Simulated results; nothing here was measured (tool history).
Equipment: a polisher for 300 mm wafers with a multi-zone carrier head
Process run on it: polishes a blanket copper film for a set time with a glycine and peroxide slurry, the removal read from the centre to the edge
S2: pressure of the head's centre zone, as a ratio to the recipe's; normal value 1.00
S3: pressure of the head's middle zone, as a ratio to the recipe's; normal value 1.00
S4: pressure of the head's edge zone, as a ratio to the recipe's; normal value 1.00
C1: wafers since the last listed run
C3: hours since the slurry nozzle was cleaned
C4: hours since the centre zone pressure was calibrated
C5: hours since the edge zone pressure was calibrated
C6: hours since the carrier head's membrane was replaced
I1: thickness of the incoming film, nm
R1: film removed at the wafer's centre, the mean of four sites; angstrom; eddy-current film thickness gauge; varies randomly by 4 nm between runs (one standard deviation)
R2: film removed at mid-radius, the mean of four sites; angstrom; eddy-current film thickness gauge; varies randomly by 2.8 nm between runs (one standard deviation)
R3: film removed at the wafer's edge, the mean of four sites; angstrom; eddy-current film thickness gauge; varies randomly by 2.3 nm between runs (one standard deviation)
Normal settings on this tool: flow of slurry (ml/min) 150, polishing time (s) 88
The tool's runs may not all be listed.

{"run": 1, "hour": 0.0, "flow of slurry (ml/min)": 150, "S2": 1.0, "S3": 1.0, "S4": 1.0, "polishing time (s)": 88, "C1": 0, "wafers polished on this pad": 894, "C3": 461.2, "C4": 502.4, "C5": 558.3, "C6": 1229.4, "I1": 1424.5, "R1": 3056, "R2": 3179, "R3": 3204}
{"hour": 11.3, "done": "worn pad replaced by a new one"}
{"run": 2, "hour": 15.2, "flow of slurry (ml/min)": 150, "S2": 1.0, "S3": 1.0, "S4": 1.0, "polishing time (s)": 88, "C1": 123, "wafers polished on this pad": 42, "C3": 476.4, "C4": 517.6, "C5": 573.5, "C6": 1244.6, "I1": 1444.7, "R1": 3015, "R2": 3208, "R3": 3219}
{"run": 3, "hour": 37.8, "flow of slurry (ml/min)": 150, "S2": 1.0, "S3": 1.0, "S4": 1.0, "polishing time (s)": 88, "C1": 249, "wafers polished on this pad": 292, "C3": 499.0, "C4": 540.2, "C5": 596.1, "C6": 1267.2, "I1": 1433.8, "R1": 3041, "R2": 3238, "R3": 3192}
{"run": 4, "hour": 49.1, "flow of slurry (ml/min)": 150, "S2": 0.97, "S3": 1.0, "S4": 1.0, "polishing time (s)": 73, "C1": 124, "wafers polished on this pad": 417, "C3": 510.3, "C4": 551.5, "C5": 607.4, "C6": 1278.5, "I1": 1423.9, "R1": 2367, "R2": 2681, "R3": 2637}
{"run": 5, "hour": 58.3, "flow of slurry (ml/min)": 150, "S2": 1.0, "S3": 1.0, "S4": 1.07, "polishing time (s)": 88, "C1": 101, "wafers polished on this pad": 518, "C3": 519.5, "C4": 560.7, "C5": 616.6, "C6": 1287.7, "I1": 1464.0, "R1": 3055, "R2": 3241, "R3": 3290}
{"run": 6, "hour": 75.7, "flow of slurry (ml/min)": 150, "S2": 1.0, "S3": 1.0, "S4": 1.07, "polishing time (s)": 88, "C1": 192, "wafers polished on this pad": 710, "C3": 536.9, "C4": 578.1, "C5": 634.0, "C6": 1305.1, "I1": 1442.9, "R1": 2967, "R2": 3225, "R3": 3324}
{"run": 7, "hour": 90.9, "flow of slurry (ml/min)": 150, "S2": 1.0, "S3": 1.0, "S4": 0.97, "polishing time (s)": 88, "C1": 167, "wafers polished on this pad": 878, "C3": 552.1, "C4": 593.3, "C5": 649.2, "C6": 1320.3, "I1": 1438.4, "R1": 3003, "R2": 3260, "R3": 3146}
{"run": 8, "hour": 102.0, "flow of slurry (ml/min)": 150, "S2": 1.0, "S3": 1.0, "S4": 1.08, "polishing time (s)": 88, "C1": 122, "wafers polished on this pad": 1001, "C3": 563.2, "C4": 604.4, "C5": 660.3, "C6": 1331.4, "I1": 1436.6, "R1": 2980, "R2": 3242, "R3": 3294}
{"hour": 113.4, "done": "centre zone pressure recalibrated"}
{"run": 9, "hour": 119.8, "flow of slurry (ml/min)": 150, "S2": 1.0, "S3": 1.0, "S4": 1.0, "polishing time (s)": 88, "C1": 174, "wafers polished on this pad": 1175, "C3": 581.0, "C4": 6.4, "C5": 678.1, "C6": 1349.2, "I1": 1454.0, "R1": 3322, "R2": 3194, "R3": 3203}
{"hour": 125.5, "done": "worn pad replaced by a new one"}
{"hour": 125.5, "done": "slurry nozzle cleaned"}
{"run": 10, "hour": 130.3, "flow of slurry (ml/min)": 150, "S2": 1.0, "S3": 1.0, "S4": 1.0, "polishing time (s)": 88, "C1": 104, "wafers polished on this pad": 52, "C3": 4.8, "C4": 16.9, "C5": 688.6, "C6": 1359.7, "I1": 1426.9, "R1": 3340, "R2": 3223, "R3": 3200}
{"run": 11, "hour": 147.1, "flow of slurry (ml/min)": 150, "S2": 1.0, "S3": 1.0, "S4": 0.97, "polishing time (s)": 88, "C1": 185, "wafers polished on this pad": 238, "C3": 21.6, "C4": 33.7, "C5": 705.4, "C6": 1376.5, "I1": 1439.9, "R1": 3250, "R2": 3221, "R3": 3164}
{"run": 12, "hour": 157.5, "flow of slurry (ml/min)": 150, "S2": 1.0, "S3": 1.0, "S4": 1.0, "polishing time (s)": 88, "C1": 114, "wafers polished on this pad": 353, "C3": 32.0, "C4": 44.1, "C5": 715.8, "C6": 1386.9, "I1": 1423.0, "R1": 3366, "R2": 3260, "R3": 3168}
{"run": 13, "hour": 163.8, "flow of slurry (ml/min)": 195, "S2": 1.0, "S3": 0.95, "S4": 1.0, "polishing time (s)": 88, "C1": 69, "wafers polished on this pad": 422, "C3": 38.3, "C4": 50.4, "C5": 722.1, "C6": 1393.2, "I1": 1412.7, "R1": 3375, "R2": 3199, "R3": 3286}
{"hour": 169.8, "done": "edge zone pressure recalibrated"}
{"run": 14, "hour": 174.3, "flow of slurry (ml/min)": 150, "S2": 1.0, "S3": 1.0, "S4": 0.96, "polishing time (s)": 109, "C1": 93, "wafers polished on this pad": 516, "C3": 48.8, "C4": 60.9, "C5": 4.5, "C6": 1403.7, "I1": 1435.3, "R1": 4044, "R2": 4014, "R3": 3928}
{"run": 15, "hour": 190.1, "flow of slurry (ml/min)": 180, "S2": 1.0, "S3": 1.0, "S4": 1.0, "polishing time (s)": 112, "C1": 174, "wafers polished on this pad": 691, "C3": 64.6, "C4": 76.7, "C5": 20.3, "C6": 1419.5, "I1": 1417.8, "R1": 4247, "R2": 4220, "R3": 4113}
{"hour": 207.3, "done": "carrier head's membrane replaced by a new one"}
{"run": 16, "hour": 207.8, "flow of slurry (ml/min)": 150, "S2": 0.92, "S3": 1.0, "S4": 1.07, "polishing time (s)": 88, "C1": 140, "wafers polished on this pad": 831, "C3": 82.3, "C4": 94.4, "C5": 38.0, "C6": 0.5, "I1": 1425.5, "R1": 2988, "R2": 3224, "R3": 3279}
{"run": 17, "hour": 223.8, "flow of slurry (ml/min)": 150, "S2": 1.0, "S3": 1.0, "S4": 1.0, "polishing time (s)": 111, "C1": 176, "wafers polished on this pad": 1007, "C3": 98.3, "C4": 110.4, "C5": 54.0, "C6": 16.5, "I1": 1419.7, "R1": 4026, "R2": 4042, "R3": 4057}
{"run": 18, "hour": 241.1, "flow of slurry (ml/min)": 190, "S2": 1.0, "S3": 1.0, "S4": 1.11, "polishing time (s)": 88, "C1": 191, "wafers polished on this pad": 1198, "C3": 115.6, "C4": 127.7, "C5": 71.3, "C6": 33.8, "I1": 1455.7, "R1": 3350, "R2": 3325, "R3": 3430}
{"hour": 246.7, "done": "worn pad replaced by a new one"}
{"run": 19, "hour": 257.1, "flow of slurry (ml/min)": 150, "S2": 1.07, "S3": 1.0, "S4": 1.0, "polishing time (s)": 88, "C1": 132, "wafers polished on this pad": 115, "C3": 131.6, "C4": 143.7, "C5": 87.3, "C6": 49.8, "I1": 1415.6, "R1": 3448, "R2": 3239, "R3": 3226}
{"run": 20, "hour": 272.1, "flow of slurry (ml/min)": 150, "S2": 1.06, "S3": 0.89, "S4": 0.94, "polishing time (s)": 88, "C1": 165, "wafers polished on this pad": 280, "C3": 146.6, "C4": 158.7, "C5": 102.3, "C6": 64.8, "I1": 1459.5, "R1": 3469, "R2": 2899, "R3": 3112}
{"run": 21, "hour": 288.5, "flow of slurry (ml/min)": 150, "S2": 1.0, "S3": 1.0, "S4": 0.95, "polishing time (s)": 105, "C1": 181, "wafers polished on this pad": 461, "C3": 163.0, "C4": 175.1, "C5": 118.7, "C6": 81.2, "I1": 1424.8, "R1": 3888, "R2": 3884, "R3": 3715}

Forecast each of these 5 alternatives for the next run:
{"run": "A", "hour": 288.9, "flow of slurry (ml/min)": 150, "S2": 1.0, "S3": 1.0, "S4": 1.0, "polishing time (s)": 88, "C1": 4, "wafers polished on this pad": 466, "C3": 163.4, "C4": 175.5, "C5": 119.1, "C6": 81.6, "I1": 1442.6, "R1": "?", "R2": "?", "R3": "?"}
{"run": "B", "hour": 288.9, "flow of slurry (ml/min)": 150, "S2": 1.11, "S3": 1.1, "S4": 0.91, "polishing time (s)": 114, "C1": 4, "wafers polished on this pad": 466, "C3": 163.4, "C4": 175.5, "C5": 119.1, "C6": 81.6, "I1": 1442.6, "R1": "?", "R2": "?", "R3": "?"}
{"run": "C", "hour": 288.9, "flow of slurry (ml/min)": 120, "S2": 1.04, "S3": 0.89, "S4": 1.0, "polishing time (s)": 64, "C1": 4, "wafers polished on this pad": 466, "C3": 163.4, "C4": 175.5, "C5": 119.1, "C6": 81.6, "I1": 1442.6, "R1": "?", "R2": "?", "R3": "?"}
{"run": "D", "hour": 288.9, "flow of slurry (ml/min)": 135, "S2": 1.11, "S3": 1.0, "S4": 0.91, "polishing time (s)": 110, "C1": 4, "wafers polished on this pad": 466, "C3": 163.4, "C4": 175.5, "C5": 119.1, "C6": 81.6, "I1": 1442.6, "R1": "?", "R2": "?", "R3": "?"}
{"run": "E", "hour": 288.9, "flow of slurry (ml/min)": 150, "S2": 0.9, "S3": 1.0, "S4": 0.92, "polishing time (s)": 71, "C1": 4, "wafers polished on this pad": 466, "C3": 163.4, "C4": 175.5, "C5": 119.1, "C6": 81.6, "I1": 1442.6, "R1": "?", "R2": "?", "R3": "?"}

run=A R1=3185 R2=3230 R3=3222
run=B R1=4588 R2=4536 R3=4002
run=C R1=2327 R2=2067 R3=2296
run=D R1=4354 R2=3979 R3=3828
run=E R1=2310 R2=2608 R3=2507
What these runs would have given with no unlogged condition in the tool:
run=A R1=3266 R2=3230 R3=3222
run=B R1=4704 R2=4535 R3=4002
run=C R1=2386 R2=2067 R3=2296
run=D R1=4464 R2=3979 R3=3828
run=E R1=2370 R2=2608 R3=2507
